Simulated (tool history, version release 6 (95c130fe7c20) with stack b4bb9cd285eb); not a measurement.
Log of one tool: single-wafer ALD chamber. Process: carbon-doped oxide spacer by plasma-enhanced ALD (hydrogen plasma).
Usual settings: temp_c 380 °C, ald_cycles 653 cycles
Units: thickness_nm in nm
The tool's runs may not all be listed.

run   hour  temp_c  ald_cycles  wafers since the last listed run  hours since the last thermocouple change  hours since the gauge calibration  read-back reference wafer on the same gauge, thickness_nm  thickness_nm
  1      0     380         653                                 0                                      1646                              127.1                                                     28.775        31.363
  2   28.6     380         653                                15                                    1674.6                              155.7                                                     28.778        31.353
  3     49     380         653                                10                                      1695                              176.1                                                     28.813        31.318
  4   61.1     380         653                                 6                                    1707.1                              188.2                                                     28.806        31.291
  5   80.9     380         653                                10                                    1726.9                                208                                                     28.787         31.56
  6  114.7     380         653                                18                                    1760.7                              241.8                                                     28.789        31.289
  7  126.9     387         653                                 6                                    1772.9                                254                                                     28.806        31.304
  8  148.8     387         653                                11                                    1794.8                              275.9                                                     28.781        31.313
  9  174.2     380         653                                13                                    1820.2                              301.3                                                     28.778         31.49
 10  187.2     380         653                                 6                                    1833.2                              314.3                                                      28.79        31.455
 11  216.3     375         653                                15                                    1862.3                              343.4                                                     28.773        31.342
 12  236.5     375         653                                10                                    1882.5                              363.6                                                     28.802        31.474
 13  261.3     370         653                                13                                    1907.3                              388.4                                                     28.816        31.476
     278.2  -- thermocouple changed; heater temperature recalibrated
 14    290     375         751                                11                                      11.8                              417.1                                                     28.839        36.161
 15  320.6     376         653                                16                                      42.4                              447.7                                                     28.808        31.368
 16    351     380         653                                16                                      72.8                              478.1                                                     28.793        31.444
 17  375.8     380         770                                13                                      97.6                              502.9                                                     28.788        37.024
 18  399.8     380         653                                12                                     121.6                              526.9                                                     28.809        31.364
 19  418.6     370         730                                10                                     140.4                              545.7                                                     28.794        34.982
     486.5  -- gauge calibrated
 20  511.9     372         653                                50                                     233.7                               25.4                                                     28.824        31.447
 21  547.6     372         591                                19                                     269.4                               61.1                                                     28.781        28.325
 22  581.3     380         653                                18                                     303.1                               94.8                                                     28.796        31.212
 23    595     373         528                                 7                                     316.8                              108.5                                                     28.819         25.38
 24  615.6     394         580                                11                                     337.4                              129.1                                                     28.781        27.906
 25  705.6     375         582                                48                                     427.4                              219.1                                                     28.786        27.947
 26  736.9     373         554                                16                                     458.7                              250.4                                                     28.804        26.758
 27  772.3     380         758                                19                                     494.1                              285.8                                                     28.811        36.423

Forecast each of these 4 alternatives for the next run:
  A  773.7     380         653                                 0                                     495.5                              287.2                                                          ?             ?
  B  773.7     380         755                                 0                                     495.5                              287.2                                                          ?             ?
  C  773.7     389         547                                 0                                     495.5                              287.2                                                          ?             ?
  D  773.7     366         542                                 0                                     495.5                              287.2                                                          ?             ?

run  read-back reference wafer on the same gauge, thickness_nm  thickness_nm
  A                                                     28.789        31.478
  B                                                     28.789        36.395
  C                                                     28.789        26.369
  D                                                     28.789        26.128
Without the tool's hidden state the same runs would have given:
run  thickness_nm
  A        31.478
  B        36.395
  C        26.369
  D        26.128
